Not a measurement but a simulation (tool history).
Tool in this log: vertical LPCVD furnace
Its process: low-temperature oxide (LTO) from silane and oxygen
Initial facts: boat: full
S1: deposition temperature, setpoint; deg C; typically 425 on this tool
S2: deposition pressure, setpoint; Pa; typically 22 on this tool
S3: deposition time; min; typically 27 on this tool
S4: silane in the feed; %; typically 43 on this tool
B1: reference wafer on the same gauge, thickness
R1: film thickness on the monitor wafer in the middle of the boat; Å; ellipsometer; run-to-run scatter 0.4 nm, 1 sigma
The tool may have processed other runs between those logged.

run 1 day=0 | S1=425 S2=22 S3=29 S4=43 | B1=295.96 | R1=3080.9
run 2 day=0.679 | S1=425 S2=22 S3=29 S4=43 | B1=295.86 | R1=3083.2
run 3 day=1.667 | S1=425 S2=22 S3=27 S4=43 | B1=296 | R1=2874
run 4 day=2.567 | S1=425 S2=22 S3=27 S4=43 | B1=296.09 | R1=2888.2
run 5 day=3.158 | S1=425 S2=22 S3=27 S4=43 | B1=295.97 | R1=2876.6
-- day=4.683 thermocouples replaced and temperature profile calibrated
run 6 day=4.704 | S1=425 S2=22 S3=27 S4=43 | B1=295.97 | R1=2791.2
run 7 day=4.871 | S1=418 S2=22 S3=27 S4=43 | B1=295.95 | R1=2607
run 8 day=5.275 | S1=425 S2=18 S3=27 S4=43 | B1=295.88 | R1=2306.8
run 9 day=6.012 | S1=425 S2=22 S3=27 S4=43 | B1=295.92 | R1=2798.8
run 10 day=6.608 | S1=422 S2=22 S3=35 S4=50 | B1=295.96 | R1=4019.8
-- day=7.375 gauge calibrated
-- day=7.729 silane flow controller replaced
-- day=9.762 pressure gauge zeroed
run 11 day=10.758 | S1=431 S2=19.3 S3=27 S4=43 | B1=295.85 | R1=2499.3
run 12 day=11.567 | S1=414 S2=24.7 S3=37.5 S4=43 | B1=295.85 | R1=3750.8
run 13 day=12.946 | S1=425 S2=22 S3=27 S4=43 | B1=295.86 | R1=2687.5
run 14 day=13.621 | S1=417 S2=19.3 S3=18 S4=36 | B1=295.94 | R1=1186.4

Alternative continuations, all from the tool just after run 14; predict every row:
run A day=13.788 | S1=425 S2=22 S3=27 S4=46 | B1=? | R1=?
run B day=13.788 | S1=425 S2=22 S3=23.5 S4=43 | B1=? | R1=?
run C day=13.788 | S1=413 S2=22 S3=27 S4=50 | B1=? | R1=?

run=A B1=295.97 R1=2874.1
run=B B1=295.97 R1=2346.4
run=C B1=295.97 R1=2746
Take away the tool's hidden state, keep each run's random variation, and the runs would have read:
run=A R1=2870.5
run=B R1=2343.3
run=C R1=2742.4
